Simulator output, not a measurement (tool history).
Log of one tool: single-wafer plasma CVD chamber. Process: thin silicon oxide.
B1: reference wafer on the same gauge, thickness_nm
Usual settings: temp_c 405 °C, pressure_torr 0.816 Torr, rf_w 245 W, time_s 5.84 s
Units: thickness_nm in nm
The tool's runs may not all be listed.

run 1 hour=0 | temp_c=405 pressure_torr=0.978 rf_w=245 time_s=6.33 | B1=10.128 | thickness_nm=11.23
run 2 hour=16.9 | temp_c=405 pressure_torr=0.978 rf_w=245 time_s=6.33 | B1=10.134 | thickness_nm=11.256
run 3 hour=31.6 | temp_c=405 pressure_torr=0.978 rf_w=245 time_s=6.33 | B1=10.126 | thickness_nm=11.287
run 4 hour=43.8 | temp_c=405 pressure_torr=0.816 rf_w=245 time_s=5.84 | B1=10.132 | thickness_nm=9.314
run 5 hour=61.2 | temp_c=405 pressure_torr=0.928 rf_w=255 time_s=5.84 | B1=10.123 | thickness_nm=10.325
run 6 hour=77.6 | temp_c=405 pressure_torr=0.928 rf_w=255 time_s=5.84 | B1=10.134 | thickness_nm=10.295
run 7 hour=89.5 | temp_c=405 pressure_torr=0.928 rf_w=255 time_s=5.84 | B1=10.129 | thickness_nm=10.321
-- hour=99.1 showerhead replaced
run 8 hour=99.6 | temp_c=405 pressure_torr=0.742 rf_w=215 time_s=5.84 | B1=10.13 | thickness_nm=8.194
-- hour=107.9 capacitance manometer re-zeroed and calibrated
-- hour=114.6 thermocouple changed; heater temperature recalibrated
run 9 hour=115.1 | temp_c=405 pressure_torr=0.742 rf_w=215 time_s=5.84 | B1=10.124 | thickness_nm=8.448
-- hour=123.3 RF generator calibrated
run 10 hour=123.8 | temp_c=405 pressure_torr=0.742 rf_w=215 time_s=5.84 | B1=10.129 | thickness_nm=8.414
run 11 hour=129.1 | temp_c=405 pressure_torr=0.816 rf_w=265 time_s=6.21 | B1=10.129 | thickness_nm=10.691
-- hour=130 gauge calibrated
run 12 hour=137.1 | temp_c=405 pressure_torr=0.816 rf_w=265 time_s=6.21 | B1=10.128 | thickness_nm=10.686
run 13 hour=146.3 | temp_c=405 pressure_torr=0.816 rf_w=245 time_s=5.84 | B1=10.126 | thickness_nm=9.641
run 14 hour=156.2 | temp_c=405 pressure_torr=0.816 rf_w=265 time_s=5.84 | B1=10.126 | thickness_nm=10.086
-- hour=173.1 capacitance manometer re-zeroed and calibrated, repeated, since the last time left the tool worse
run 15 hour=173.6 | temp_c=405 pressure_torr=0.816 rf_w=245 time_s=4.94 | B1=10.126 | thickness_nm=7.679

Forecast run 16:
run 16 hour=174.3 | temp_c=420 pressure_torr=0.816 rf_w=215 time_s=5.84 | B1=? | thickness_nm=?

Run 16 gave B1 10.127, thickness_nm 8.403 nm.
Without the tool's hidden state the same run would have given thickness_nm 8.395 nm.
